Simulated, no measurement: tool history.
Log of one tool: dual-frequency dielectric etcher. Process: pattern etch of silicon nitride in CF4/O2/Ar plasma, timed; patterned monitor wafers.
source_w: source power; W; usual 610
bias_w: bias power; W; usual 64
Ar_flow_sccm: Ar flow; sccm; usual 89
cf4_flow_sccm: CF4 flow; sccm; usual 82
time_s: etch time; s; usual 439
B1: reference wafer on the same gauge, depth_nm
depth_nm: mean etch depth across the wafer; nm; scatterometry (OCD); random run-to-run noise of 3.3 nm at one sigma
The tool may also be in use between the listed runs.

{"run": 1, "hour": 0.0, "source_w": 610, "bias_w": 64, "Ar_flow_sccm": 89, "cf4_flow_sccm": 82, "time_s": 439, "B1": 1129.6, "depth_nm": 1157.6}
{"run": 2, "hour": 105.5, "source_w": 560, "bias_w": 70, "Ar_flow_sccm": 89, "cf4_flow_sccm": 82, "time_s": 439, "B1": 1129.8, "depth_nm": 1143.5}
{"hour": 134.7, "done": "Ar flow controller replaced"}
{"run": 3, "hour": 197.3, "source_w": 610, "bias_w": 64, "Ar_flow_sccm": 89, "cf4_flow_sccm": 77, "time_s": 439, "B1": 1128.2, "depth_nm": 1164.8}
{"hour": 207.8, "done": "CF4 flow controller replaced"}
{"run": 4, "hour": 258.5, "source_w": 610, "bias_w": 64, "Ar_flow_sccm": 89, "cf4_flow_sccm": 77, "time_s": 439, "B1": 1130.1, "depth_nm": 1172.5}
{"hour": 305.5, "done": "source power generator calibrated"}
{"run": 5, "hour": 308.1, "source_w": 610, "bias_w": 64, "Ar_flow_sccm": 89, "cf4_flow_sccm": 77, "time_s": 439, "B1": 1129.1, "depth_nm": 1132.7}
{"hour": 337.3, "done": "wet clean of the chamber"}
{"run": 6, "hour": 354.4, "source_w": 610, "bias_w": 64, "Ar_flow_sccm": 104, "cf4_flow_sccm": 75, "time_s": 439, "B1": 1130, "depth_nm": 1055.9}
{"run": 7, "hour": 393.5, "source_w": 610, "bias_w": 64, "Ar_flow_sccm": 104, "cf4_flow_sccm": 75, "time_s": 439, "B1": 1130.6, "depth_nm": 1065}
{"run": 8, "hour": 439.9, "source_w": 610, "bias_w": 64, "Ar_flow_sccm": 89, "cf4_flow_sccm": 82, "time_s": 439, "B1": 1129.5, "depth_nm": 1111.3}
{"run": 9, "hour": 510.0, "source_w": 610, "bias_w": 73, "Ar_flow_sccm": 69, "cf4_flow_sccm": 100, "time_s": 518.5, "B1": 1130.8, "depth_nm": 1485.7}
{"run": 10, "hour": 577.7, "source_w": 730, "bias_w": 72, "Ar_flow_sccm": 103, "cf4_flow_sccm": 82, "time_s": 542.5, "B1": 1129.8, "depth_nm": 1673}
{"hour": 629.2, "done": "gauge calibrated"}
{"run": 11, "hour": 653.8, "source_w": 610, "bias_w": 64, "Ar_flow_sccm": 67, "cf4_flow_sccm": 82, "time_s": 439, "B1": 1131.8, "depth_nm": 1173.7}
{"run": 12, "hour": 741.1, "source_w": 470, "bias_w": 76, "Ar_flow_sccm": 89, "cf4_flow_sccm": 82, "time_s": 439, "B1": 1129.8, "depth_nm": 1021.1}
{"run": 13, "hour": 805.3, "source_w": 610, "bias_w": 57, "Ar_flow_sccm": 89, "cf4_flow_sccm": 82, "time_s": 439, "B1": 1130.8, "depth_nm": 1086.4}
{"hour": 893.6, "done": "wet clean of the chamber"}
{"hour": 910.5, "done": "bias power generator calibrated"}
{"hour": 910.6, "done": "upper electrode replaced"}
{"run": 14, "hour": 911.1, "source_w": 610, "bias_w": 64, "Ar_flow_sccm": 70, "cf4_flow_sccm": 82, "time_s": 549.5, "B1": 1128.8, "depth_nm": 1442}
{"run": 15, "hour": 965.6, "source_w": 550, "bias_w": 64, "Ar_flow_sccm": 89, "cf4_flow_sccm": 82, "time_s": 439, "B1": 1130.2, "depth_nm": 1041.9}
{"run": 16, "hour": 1033.3, "source_w": 610, "bias_w": 64, "Ar_flow_sccm": 89, "cf4_flow_sccm": 82, "time_s": 439, "B1": 1129.5, "depth_nm": 1133.2}
{"run": 17, "hour": 1138.2, "source_w": 610, "bias_w": 64, "Ar_flow_sccm": 73, "cf4_flow_sccm": 99, "time_s": 342.5, "B1": 1129.7, "depth_nm": 932.9}
{"run": 18, "hour": 1194.7, "source_w": 610, "bias_w": 72, "Ar_flow_sccm": 89, "cf4_flow_sccm": 82, "time_s": 439, "B1": 1130.4, "depth_nm": 1216.9}
{"run": 19, "hour": 1234.4, "source_w": 530, "bias_w": 70, "Ar_flow_sccm": 89, "cf4_flow_sccm": 68, "time_s": 439, "B1": 1129.1, "depth_nm": 1053.6}
{"run": 20, "hour": 1272.9, "source_w": 610, "bias_w": 51, "Ar_flow_sccm": 89, "cf4_flow_sccm": 96, "time_s": 439, "B1": 1130.3, "depth_nm": 1054.1}

Selected run-to-run steps in depth_nm, each split into two signed amounts: the part the tool would show with no hidden state at all (from settings, incoming material and random variation), and the remainder, which goes to the hidden state together with any gauge scatter not common to the measured and the hidden-state-free results:
Unlogged tool condition in this case: etch rate over this chamber's usual, %; source power that arrives over what is set, %; bias power that arrives over what is set, %; Ar flow that arrives over what is set, %; CF4 flow that arrives over what is set, %; gauge reads high (%).
Run 4 -> 5: source power generator calibrated. depth_nm -39.8 nm: hidden state -41.4, all else +1.6.
Run 5 -> 6: Ar_flow_sccm 89 -> 104, cf4_flow_sccm 77 -> 75, wet clean of the chamber. depth_nm -76.8 nm: hidden state -39.4, all else -37.4.
Run 10 -> 11: source_w 730 -> 610, bias_w 72 -> 64, Ar_flow_sccm 103 -> 67, time_s 542.5 -> 439, gauge calibrated. depth_nm -499.3 nm: hidden state -1.1, all else -498.2.
Run 14 -> 15: source_w 610 -> 550, Ar_flow_sccm 70 -> 89, time_s 549.5 -> 439. depth_nm -400.1 nm: hidden state -1.4, all else -398.7.

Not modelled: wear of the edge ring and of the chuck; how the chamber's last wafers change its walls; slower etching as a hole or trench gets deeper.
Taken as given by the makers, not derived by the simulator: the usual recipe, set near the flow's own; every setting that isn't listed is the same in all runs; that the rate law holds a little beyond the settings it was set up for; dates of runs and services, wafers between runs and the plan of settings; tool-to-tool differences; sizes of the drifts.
